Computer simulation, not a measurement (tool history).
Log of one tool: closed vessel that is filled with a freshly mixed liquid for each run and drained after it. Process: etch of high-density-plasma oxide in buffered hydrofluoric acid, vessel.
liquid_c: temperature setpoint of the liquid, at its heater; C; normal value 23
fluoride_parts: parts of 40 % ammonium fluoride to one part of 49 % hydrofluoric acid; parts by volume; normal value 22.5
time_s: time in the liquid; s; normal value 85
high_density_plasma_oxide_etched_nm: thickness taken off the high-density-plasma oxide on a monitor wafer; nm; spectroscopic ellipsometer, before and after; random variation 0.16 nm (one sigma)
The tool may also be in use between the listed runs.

run   hour  liquid_c  fluoride_parts  time_s  wafers since the last listed run  hours since the thermometer was replaced  hours since the hydrofluoric acid flow meter was replaced  hours since the gauge calibration  read-back film thickness of the high-density-plasma oxide reference wafer, read on the same gauge (nm)  high_density_plasma_oxide_etched_nm
  1      0        23            22.5     110                                 0                                     617.1                                                     1176.2                              148.4                                                                                                   50.02                                52.46
  2   99.2        23            22.5      85                             14045                                     716.3                                                     1275.4                              247.6                                                                                                   49.98                                40.26
  3  142.8        23            22.5      85                              6173                                     759.9                                                       1319                              291.2                                                                                                      50                                40.07
  4    159        23            22.5      85                              2293                                     776.1                                                     1335.2                              307.4                                                                                                   49.98                                40.09
  5  184.9        23              19      85                              3667                                       802                                                     1361.1                              333.3                                                                                                      50                                44.55
  6    213      25.5            22.5      85                              3978                                     830.1                                                     1389.2                              361.4                                                                                                   49.99                                45.67
  7    242      25.5            22.5      85                              4106                                     859.1                                                     1418.2                              390.4                                                                                                   50.03                                45.23
  8  275.6        23            22.5      85                              4757                                     892.7                                                     1451.8                                424                                                                                                   49.98                                39.65
  9  296.1        23            22.5      85                              2902                                     913.2                                                     1472.3                              444.5                                                                                                   49.98                                39.66
     312.9  -- thermometer replaced
 10  323.5        23            22.5      85                              3738                                      10.6                                                     1499.7                              471.9                                                                                                   49.98                                41.29
 11  344.1        23            22.5      85                              2916                                      31.2                                                     1520.3                              492.5                                                                                                   49.98                                41.41
 12  366.1        23            27.5      85                              3115                                      53.2                                                     1542.3                              514.5                                                                                                   50.06                                35.88
 13  401.1        23            22.5      85                              4955                                      88.2                                                     1577.3                              549.5                                                                                                   49.99                                41.02
     408.9  -- hydrofluoric acid flow meter replaced
 14  425.8        23            22.5      85                              3355                                     112.9                                                       16.9                              574.2                                                                                                      50                                42.55
 15  461.4        25              26      55                              5040                                     148.5                                                       52.5                              609.8                                                                                                      50                                27.93
 16  481.4        23            15.5     125                              2831                                     168.5                                                       72.5                              629.8                                                                                                   49.97                                87.25
 17  512.1        25              30      70                              4346                                     199.2                                                      103.2                              660.5                                                                                                   49.98                                 31.9
 18    529        23              27      85                              2392                                     216.1                                                      120.1                              677.4                                                                                                   49.98                                37.43
     539.8  -- gauge calibrated
 19  551.4        23            22.5      85                              3171                                     238.5                                                      142.5                               11.6                                                                                                   49.96                                42.12
 20  584.1        23              19      85                              4630                                     271.2                                                      175.2                               44.3                                                                                                   49.96                                47.87
 21    599      26.5            25.5      70                              2109                                     286.1                                                      190.1                               59.2                                                                                                   49.96                                38.52
 22  625.4      21.5              15     125                              3738                                     312.5                                                      216.5                               85.6                                                                                                   49.99                                81.88
 23  660.5      21.5              20     130                              4969                                     347.6                                                      251.6                              120.7                                                                                                   50.02                                64.22
 24  684.2        23              30     120                              3355                                     371.3                                                      275.3                              144.4                                                                                                   50.01                                48.36
 25  718.3        23            22.5      85                              4828                                     405.4                                                      309.4                              178.5                                                                                                   50.01                                41.79
 26  731.2        23            14.5     120                              1826                                     418.3                                                      322.3                              191.4                                                                                                   49.97                                87.34
 27  761.9        23            22.5      85                              4346                                       449                                                        353                              222.1                                                                                                      50                                41.61
 28  842.8        26              30      50                             11454                                     529.9                                                      433.9                                303                                                                                                      50                                23.46
 29  875.3        23            16.5     135                              4601                                     562.4                                                      466.4                              335.5                                                                                                      50                                85.54

Here are 3 independent what-if runs from the current tool condition. What would each one return?
  A   876        23            22.5      85                                99                                     563.1                                                      467.1                              336.2                                                                                                       ?                                    ?
  B   876        23            22.5      55                                99                                     563.1                                                      467.1                              336.2                                                                                                       ?                                    ?
  C   876        21              14      85                                99                                     563.1                                                      467.1                              336.2                                                                                                       ?                                    ?

run  read-back film thickness of the high-density-plasma oxide reference wafer, read on the same gauge (nm)  high_density_plasma_oxide_etched_nm
  A                                                                                                   50.03                                41.12
  B                                                                                                   50.03                                26.61
  C                                                                                                   50.03                                56.48
With no hidden state in the tool, these same runs would have given:
run  high_density_plasma_oxide_etched_nm
  A                                43.16
  B                                27.93
  C                                59.54
